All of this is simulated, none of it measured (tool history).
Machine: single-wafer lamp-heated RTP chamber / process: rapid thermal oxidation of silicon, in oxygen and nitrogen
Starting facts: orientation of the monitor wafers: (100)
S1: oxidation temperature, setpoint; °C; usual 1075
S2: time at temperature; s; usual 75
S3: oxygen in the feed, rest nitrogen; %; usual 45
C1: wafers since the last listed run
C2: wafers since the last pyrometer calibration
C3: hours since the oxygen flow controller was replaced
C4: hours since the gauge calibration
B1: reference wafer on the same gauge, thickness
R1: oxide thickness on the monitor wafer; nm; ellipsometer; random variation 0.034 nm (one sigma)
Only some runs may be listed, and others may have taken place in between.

run 1 hour=0.0 | S1=1069 S2=66 S3=45 | C1=0 C2=2063 C3=5942.5 C4=198.9 | B1=9.159 | R1=8.556
run 2 hour=6.9 | S1=1069 S2=66 S3=45 | C1=77 C2=2140 C3=5949.4 C4=205.8 | B1=9.160 | R1=8.587
run 3 hour=17.0 | S1=1075 S2=75 S3=36 | C1=113 C2=2254 C3=5959.5 C4=215.9 | B1=9.168 | R1=8.742
run 4 hour=26.7 | S1=1075 S2=75 S3=36 | C1=108 C2=2363 C3=5969.2 C4=225.6 | B1=9.173 | R1=8.737
run 5 hour=41.2 | S1=1075 S2=51 S3=45 | C1=162 C2=2526 C3=5983.7 C4=240.1 | B1=9.179 | R1=7.967
run 6 hour=49.5 | S1=1075 S2=51 S3=45 | C1=93 C2=2619 C3=5992.0 C4=248.4 | B1=9.163 | R1=7.994
run 7 hour=57.6 | S1=1075 S2=75 S3=56 | C1=91 C2=2710 C3=6000.1 C4=256.5 | B1=9.157 | R1=10.211
run 8 hour=72.9 | S1=1075 S2=75 S3=45 | C1=171 C2=2882 C3=6015.4 C4=271.8 | B1=9.184 | R1=9.430
run 9 hour=85.3 | S1=1075 S2=75 S3=45 | C1=139 C2=3021 C3=6027.8 C4=284.2 | B1=9.165 | R1=9.428
run 10 hour=97.8 | S1=1075 S2=75 S3=45 | C1=140 C2=3162 C3=6040.3 C4=296.7 | B1=9.168 | R1=9.449
run 11 hour=111.4 | S1=1075 S2=75 S3=37 | C1=152 C2=3314 C3=6053.9 C4=310.3 | B1=9.182 | R1=8.860
run 12 hour=128.2 | S1=1089 S2=75 S3=45 | C1=188 C2=3503 C3=6070.7 C4=327.1 | B1=9.178 | R1=10.347
run 13 hour=144.0 | S1=1053 S2=75 S3=45 | C1=177 C2=3681 C3=6086.5 C4=342.9 | B1=9.176 | R1=8.120
run 14 hour=153.1 | S1=1075 S2=75 S3=45 | C1=102 C2=3783 C3=6095.6 C4=352.0 | B1=9.167 | R1=9.468
run 15 hour=168.9 | S1=1075 S2=75 S3=45 | C1=177 C2=3960 C3=6111.4 C4=367.8 | B1=9.170 | R1=9.460
run 16 hour=178.1 | S1=1075 S2=75 S3=45 | C1=103 C2=4064 C3=6120.6 C4=377.0 | B1=9.177 | R1=9.438
run 17 hour=187.3 | S1=1075 S2=75 S3=45 | C1=103 C2=4167 C3=6129.8 C4=386.2 | B1=9.167 | R1=9.492
-- hour=187.6 gauge calibrated
run 18 hour=203.5 | S1=1075 S2=75 S3=23 | C1=182 C2=4349 C3=6146.0 C4=15.9 | B1=9.161 | R1=7.499
run 19 hour=211.1 | S1=1053 S2=75 S3=23 | C1=85 C2=4435 C3=6153.6 C4=23.5 | B1=9.174 | R1=6.478
-- hour=223.2 oxygen flow controller replaced
run 20 hour=223.7 | S1=1075 S2=75 S3=66 | C1=51 C2=4486 C3=0.5 C4=36.1 | B1=9.178 | R1=10.935
run 21 hour=233.0 | S1=1050 S2=107 S3=31 | C1=104 C2=4591 C3=9.8 C4=45.4 | B1=9.162 | R1=8.314
-- hour=247.0 pyrometer window cleaned and pyrometer calibrated
run 22 hour=247.5 | S1=1061 S2=45 S3=45 | C1=73 C2=5 C3=24.3 C4=59.9 | B1=9.156 | R1=6.790
run 23 hour=253.3 | S1=1075 S2=75 S3=45 | C1=65 C2=70 C3=30.1 C4=65.7 | B1=9.168 | R1=9.322
run 24 hour=262.0 | S1=1052 S2=75 S3=45 | C1=97 C2=168 C3=38.8 C4=74.4 | B1=9.170 | R1=8.049
run 25 hour=269.1 | S1=1075 S2=75 S3=45 | C1=79 C2=248 C3=45.9 C4=81.5 | B1=9.178 | R1=9.309
run 26 hour=282.0 | S1=1075 S2=75 S3=45 | C1=144 C2=393 C3=58.8 C4=94.4 | B1=9.166 | R1=9.356
run 27 hour=295.6 | S1=1049 S2=75 S3=35 | C1=152 C2=546 C3=72.4 C4=108.0 | B1=9.159 | R1=7.215
run 28 hour=302.8 | S1=1075 S2=89 S3=45 | C1=80 C2=627 C3=79.6 C4=115.2 | B1=9.169 | R1=10.197
run 29 hour=313.4 | S1=1075 S2=85 S3=26 | C1=119 C2=746 C3=90.2 C4=125.8 | B1=9.167 | R1=8.210
run 30 hour=324.8 | S1=1049 S2=107 S3=22 | C1=128 C2=874 C3=101.6 C4=137.2 | B1=9.169 | R1=7.204
run 31 hour=338.9 | S1=1075 S2=86 S3=30 | C1=158 C2=1032 C3=115.7 C4=151.3 | B1=9.172 | R1=8.627
run 32 hour=355.3 | S1=1057 S2=45 S3=70 | C1=184 C2=1216 C3=132.1 C4=167.7 | B1=9.160 | R1=7.802
run 33 hour=363.0 | S1=1052 S2=58 S3=19 | C1=86 C2=1303 C3=139.8 C4=175.4 | B1=9.159 | R1=5.408
run 34 hour=369.7 | S1=1075 S2=66 S3=45 | C1=75 C2=1378 C3=146.5 C4=182.1 | B1=9.160 | R1=8.927
run 35 hour=383.6 | S1=1075 S2=75 S3=45 | C1=156 C2=1534 C3=160.4 C4=196.0 | B1=9.165 | R1=9.425

For some of the steps in R1 from one run to the next: how much would appear even if the tool had no hidden state, given the settings, what came in and random variation, and how much remains for the hidden state plus any gauge scatter that the measured result and the result without hidden state don't share?
Hidden conditions of the tool in this case: true wafer temperature minus pyrometer reading, K; deviation of the oxygen flow from its setpoint, %; gauge reads high (%).
Run 19 -> 20: S1 1053 -> 1075, S3 23 -> 66, oxygen flow controller replaced. R1 +4.457 nm: hidden state +0.103, all else +4.354.
Run 21 -> 22: S1 1050 -> 1061, S2 107 -> 45, S3 31 -> 45, pyrometer window cleaned and pyrometer calibrated. R1 -1.524 nm: hidden state -0.173, all else -1.351.
Run 27 -> 28: S1 1049 -> 1075, S2 75 -> 89, S3 35 -> 45. R1 +2.982 nm: hidden state +0.038, all else +2.944.
Run 33 -> 34: S1 1052 -> 1075, S2 58 -> 66, S3 19 -> 45. R1 +3.519 nm: hidden state +0.066, all else +3.453.
